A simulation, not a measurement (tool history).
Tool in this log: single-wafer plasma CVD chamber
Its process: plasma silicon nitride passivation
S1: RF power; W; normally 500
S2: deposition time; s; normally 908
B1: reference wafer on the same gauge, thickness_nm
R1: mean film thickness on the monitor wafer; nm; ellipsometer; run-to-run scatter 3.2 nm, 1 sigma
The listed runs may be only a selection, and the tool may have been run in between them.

{"run": 1, "hour": 0.0, "S1": 500, "S2": 908, "B1": 1100.81, "R1": 1223.519}
{"run": 2, "hour": 33.9, "S1": 500, "S2": 908, "B1": 1100.214, "R1": 1224.157}
{"run": 3, "hour": 58.4, "S1": 500, "S2": 908, "B1": 1099.901, "R1": 1214.545}
{"run": 4, "hour": 78.5, "S1": 500, "S2": 908, "B1": 1099.457, "R1": 1221.698}
{"run": 5, "hour": 114.2, "S1": 535, "S2": 908, "B1": 1100.414, "R1": 1243.291}
{"run": 6, "hour": 140.9, "S1": 535, "S2": 908, "B1": 1100.527, "R1": 1234.793}
{"run": 7, "hour": 159.5, "S1": 500, "S2": 908, "B1": 1098.997, "R1": 1221.171}
{"run": 8, "hour": 186.5, "S1": 500, "S2": 908, "B1": 1101.037, "R1": 1212.906}
{"hour": 196.5, "done": "gauge calibrated"}
{"run": 9, "hour": 201.3, "S1": 500, "S2": 908, "B1": 1100.502, "R1": 1211.727}
{"hour": 229.3, "done": "RF generator calibrated"}
{"run": 10, "hour": 229.8, "S1": 420, "S2": 908, "B1": 1099.456, "R1": 1185.643}
{"run": 11, "hour": 243.8, "S1": 420, "S2": 908, "B1": 1099.157, "R1": 1188.331}
{"hour": 265.5, "done": "showerhead replaced"}
{"run": 12, "hour": 275.8, "S1": 420, "S2": 908, "B1": 1100.603, "R1": 1179.641}
{"run": 13, "hour": 295.0, "S1": 500, "S2": 908, "B1": 1100.043, "R1": 1250.993}
{"run": 14, "hour": 326.4, "S1": 475, "S2": 1008, "B1": 1099.842, "R1": 1366.949}
{"run": 15, "hour": 352.5, "S1": 595, "S2": 1008, "B1": 1100.564, "R1": 1458.636}
{"run": 16, "hour": 367.8, "S1": 500, "S2": 908, "B1": 1099.22, "R1": 1246.698}
{"run": 17, "hour": 389.5, "S1": 500, "S2": 908, "B1": 1100.097, "R1": 1245.674}
{"run": 18, "hour": 422.1, "S1": 455, "S2": 758, "B1": 1100.324, "R1": 1009.435}
{"run": 19, "hour": 440.6, "S1": 415, "S2": 772, "B1": 1099.383, "R1": 1002.12}
{"run": 20, "hour": 471.5, "S1": 425, "S2": 1043, "B1": 1100.559, "R1": 1371.271}
{"run": 21, "hour": 498.6, "S1": 500, "S2": 1057, "B1": 1100.799, "R1": 1451.392}
{"run": 22, "hour": 527.5, "S1": 540, "S2": 1072, "B1": 1099.602, "R1": 1504.579}
{"run": 23, "hour": 543.5, "S1": 470, "S2": 975, "B1": 1099.129, "R1": 1320.552}
{"run": 24, "hour": 566.5, "S1": 565, "S2": 750, "B1": 1100.653, "R1": 1067.09}
{"run": 25, "hour": 600.1, "S1": 500, "S2": 908, "B1": 1100.053, "R1": 1240.662}
{"run": 26, "hour": 622.6, "S1": 425, "S2": 846, "B1": 1099.667, "R1": 1102.84}

Below are 3 alternative next runs, each starting from the tool's condition after run 26. Predict each:
{"run": "A", "hour": 623.3, "S1": 500, "S2": 908, "B1": "?", "R1": "?"}
{"run": "B", "hour": 623.3, "S1": 555, "S2": 997, "B1": "?", "R1": "?"}
{"run": "C", "hour": 623.3, "S1": 430, "S2": 984, "B1": "?", "R1": "?"}

run=A B1=1099.855 R1=1244.367
run=B B1=1099.855 R1=1409.662
run=C B1=1099.855 R1=1289.058
What these runs would have given with no unlogged condition in the tool:
run=A R1=1247.712
run=B R1=1413.452
run=C R1=1292.523
